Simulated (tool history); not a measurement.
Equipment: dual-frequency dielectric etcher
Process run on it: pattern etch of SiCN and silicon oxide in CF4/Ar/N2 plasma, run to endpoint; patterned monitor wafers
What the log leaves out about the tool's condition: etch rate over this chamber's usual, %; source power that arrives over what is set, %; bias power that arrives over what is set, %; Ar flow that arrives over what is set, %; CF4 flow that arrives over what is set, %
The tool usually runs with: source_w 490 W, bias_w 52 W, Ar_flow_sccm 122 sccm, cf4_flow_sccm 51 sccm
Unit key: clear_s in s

run	hour	source_w	bias_w	Ar_flow_sccm	cf4_flow_sccm	wafers since the last listed run	hours since the last wet clean	hours since the last source power generator calibration	hours since the last bias power generator calibration	hours since the last Ar flow controller change	hours since the last CF4 flow controller change	hours since the last upper electrode change	incoming incoming film thickness, nm	clear_s
1	0.0	490	52	122	51	0	352.7	4.8	2229.8	3140.1	36.0	61.3	12.15	15.2
2	17.1	490	52	122	51	202	369.8	21.9	2246.9	3157.2	53.1	78.4	12.16	15.4
3	31.4	490	52	122	51	169	384.1	36.2	2261.2	3171.5	67.4	92.7	12.35	15.4
# hour 40.9: bias power generator calibrated
4	41.4	590	52	122	39	70	394.1	46.2	0.5	3181.5	77.4	102.7	12.27	13.8
5	51.0	580	52	98	60	113	403.7	55.8	10.1	3191.1	87.0	112.3	12.01	12.1
6	58.9	560	43	122	45	93	411.6	63.7	18.0	3199.0	94.9	120.2	12.15	15.1
7	71.7	490	52	122	51	151	424.4	76.5	30.8	3211.8	107.7	133.0	12.22	15.3
# hour 106.6: wet clean of the chamber
8	107.1	490	52	122	51	134	0.5	111.9	66.2	3247.2	143.1	168.4	12.30	15.4
9	107.4	490	46	122	41	3	0.8	112.2	66.5	3247.5	143.4	168.7	12.13	16.6
10	113.4	380	46	109	55	70	6.8	118.2	72.5	3253.5	149.4	174.7	12.08	18.5
11	125.3	490	52	122	51	140	18.7	130.1	84.4	3265.4	161.3	186.6	12.28	15.4
# hour 134.1: Ar flow controller replaced
12	139.2	490	49	97	51	93	32.6	144.0	98.3	5.1	175.2	200.5	12.25	14.6
13	152.2	590	58	101	40	153	45.6	157.0	111.3	18.1	188.2	213.5	12.28	12.4
14	167.3	490	52	106	51	178	60.7	172.1	126.4	33.2	203.3	228.6	12.09	14.6
15	182.6	490	52	106	61	181	76.0	187.4	141.7	48.5	218.6	243.9	12.18	14.2
16	194.5	490	56	122	51	140	87.9	199.3	153.6	60.4	230.5	255.8	12.14	14.8
17	208.1	580	52	108	51	160	101.5	212.9	167.2	74.0	244.1	269.4	12.28	13.0
18	222.0	560	52	122	51	164	115.4	226.8	181.1	87.9	258.0	283.3	12.20	13.8
19	232.7	490	43	122	59	126	126.1	237.5	191.8	98.6	268.7	294.0	12.21	16.3
20	239.5	490	52	137	55	80	132.9	244.3	198.6	105.4	275.5	300.8	12.20	15.7
21	256.7	590	52	122	39	203	150.1	261.5	215.8	122.6	292.7	318.0	12.25	13.8
22	265.2	490	52	122	43	100	158.6	270.0	224.3	131.1	301.2	326.5	12.17	15.7
23	274.9	440	52	122	59	114	168.3	279.7	234.0	140.8	310.9	336.2	12.16	16.3

Forecast each of these 5 alternatives for the next run:
A	275.3	490	52	122	51	4	168.7	280.1	234.4	141.2	311.3	336.6	12.15	?
B	275.3	520	52	136	62	4	168.7	280.1	234.4	141.2	311.3	336.6	12.15	?
C	275.3	490	52	148	51	4	168.7	280.1	234.4	141.2	311.3	336.6	12.15	?
D	275.3	600	46	122	51	4	168.7	280.1	234.4	141.2	311.3	336.6	12.15	?
E	275.3	420	52	122	44	4	168.7	280.1	234.4	141.2	311.3	336.6	12.15	?

run	clear_s
A	15.3
B	14.6
C	16.2
D	13.7
E	17.6
Without the tool's hidden state the same runs would have given:
run	clear_s
A	15.3
B	14.6
C	16.2
D	13.7
E	17.6

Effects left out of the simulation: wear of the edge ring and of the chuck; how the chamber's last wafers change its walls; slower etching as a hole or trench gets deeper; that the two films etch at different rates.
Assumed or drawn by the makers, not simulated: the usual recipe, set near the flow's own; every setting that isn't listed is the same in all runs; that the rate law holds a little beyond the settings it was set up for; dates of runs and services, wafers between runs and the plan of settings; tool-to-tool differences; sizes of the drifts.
